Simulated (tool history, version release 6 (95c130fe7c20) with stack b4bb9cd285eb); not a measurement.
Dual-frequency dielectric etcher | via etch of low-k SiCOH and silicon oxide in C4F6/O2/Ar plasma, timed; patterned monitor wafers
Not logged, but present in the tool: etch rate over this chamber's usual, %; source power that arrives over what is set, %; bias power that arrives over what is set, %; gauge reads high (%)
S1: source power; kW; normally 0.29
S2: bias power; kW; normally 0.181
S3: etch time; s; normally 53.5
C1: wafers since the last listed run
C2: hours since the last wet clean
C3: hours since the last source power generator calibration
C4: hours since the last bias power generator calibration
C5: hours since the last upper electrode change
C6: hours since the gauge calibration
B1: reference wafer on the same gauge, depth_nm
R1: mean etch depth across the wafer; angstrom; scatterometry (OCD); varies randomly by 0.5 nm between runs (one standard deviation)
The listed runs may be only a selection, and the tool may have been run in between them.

run    hour    S1     S2    S3    C1     C2      C3      C4      C5     C6     B1    R1
  1       0  0.29  0.194    60     0  111.9  1695.4  2977.2  3067.3  284.4  122.8  1275
  2    43.7  0.29  0.194    60   364  155.6  1739.1  3020.9    3111  328.1  123.2  1258
  3    82.3  0.29  0.194    60   322  194.2  1777.7  3059.5  3149.6  366.7    123  1267
  4   116.3  0.29  0.181  65.5   283  228.2  1811.7  3093.5  3183.6  400.7  123.1  1347
  5   145.2  0.29  0.181  65.5   241  257.1  1840.6  3122.4  3212.5  429.6  122.9  1350
  6   175.8  0.29  0.181  53.5   255  287.7  1871.2    3153  3243.1  460.2    123  1097
  7   200.2  0.29  0.181  53.5   203  312.1  1895.6  3177.4  3267.5  484.6  122.8  1103
  8   266.8  0.29  0.181    42   555  378.7  1962.2    3244  3334.1  551.2    123   865
  9   298.2  0.29  0.181  53.5   261  410.1  1993.6  3275.4  3365.5  582.6  123.2  1105
 10   366.3  0.29  0.181  53.5   568  478.2  2061.7  3343.5  3433.6  650.7  123.1  1111
 11   412.2  0.31   0.21  53.5   382  524.1  2107.6  3389.4  3479.5  696.6  123.1  1187
      466.7  -- bias power generator calibrated
      479.5  -- wet clean of the chamber
 12   482.3  0.31   0.21  53.5   444    2.8  2177.7    15.6  3549.6  766.7    123  1180
      543.3  -- source power generator calibrated
 13   545.3  0.31   0.21  53.5   492   65.8       2    78.6  3612.6  829.7  122.8  1186
 14   579.5  0.29  0.181  53.5   285    100    36.2   112.8  3646.8  863.9  122.8  1103
      622.9  -- upper electrode replaced
 15     627  0.29  0.181  53.5   196  147.5    83.7   160.3     4.1  911.4    123  1104
 16   671.3  0.34  0.225    67   369  191.8     128   204.6    48.4  955.7  122.9  1569
        696  -- gauge calibrated
 17   718.9  0.25  0.168    43   397  239.4   175.6   252.2      96   22.9  123.1   824
 18   754.8  0.26  0.151    62   299  275.3   211.5   288.1   131.9   58.8  123.1  1170
 19   929.4  0.29  0.181    38  1456  449.9   386.1   462.7   306.5  233.4  123.1   785
     1014.5  -- wet clean of the chamber
 20    1015  0.27  0.198  60.5   513    0.5   471.7   548.3   392.1    319  123.1  1251
 21  1060.6  0.34  0.222  53.5   380   46.1   517.3   593.9   437.7  364.6    123  1249
 22  1129.6  0.24  0.181    68   575  115.1   586.3   662.9   506.7  433.6  122.8  1294
 23  1166.1  0.24  0.152    67   304  151.6   622.8   699.4   543.2  470.1  122.8  1229
 24  1234.3  0.31  0.214    68   568  219.8     691   767.6   611.4  538.3  123.1  1511
 25  1298.2  0.29  0.181  60.5   533  283.7   754.9   831.5   675.3  602.2    123  1262
 26  1365.9  0.29  0.181  53.5   564  351.4   822.6   899.2     743  669.9  122.9  1113
 27  1418.6  0.29  0.181  53.5   439  404.1   875.3   951.9   795.7  722.6  123.1  1100
 28  1483.5  0.29  0.181  53.5   541    469   940.2  1016.8   860.6  787.5  122.8  1108
     1518.7  -- wet clean of the chamber
 29  1525.3  0.29  0.181  53.5   148    6.6     982  1058.6   902.4  829.3  123.1  1094

How the hidden state differs across the entries between the runs, from the last listed run before each to the first after it:
From run 11 to run 12: bias power generator calibrated (hour 466.7); wet clean of the chamber (hour 479.5)
  the hidden state is the same at both runs
From run 12 to run 13: source power generator calibrated (hour 543.3)
  the hidden state is the same at both runs
From run 14 to run 15: upper electrode replaced (hour 622.9)
  the hidden state is the same at both runs
From run 16 to run 17: gauge calibrated (hour 696)
  the hidden state is the same at both runs
From run 19 to run 20: wet clean of the chamber (hour 1014.5)
  the hidden state is the same at both runs
From run 28 to run 29: wet clean of the chamber (hour 1518.7)
  the hidden state is the same at both runs
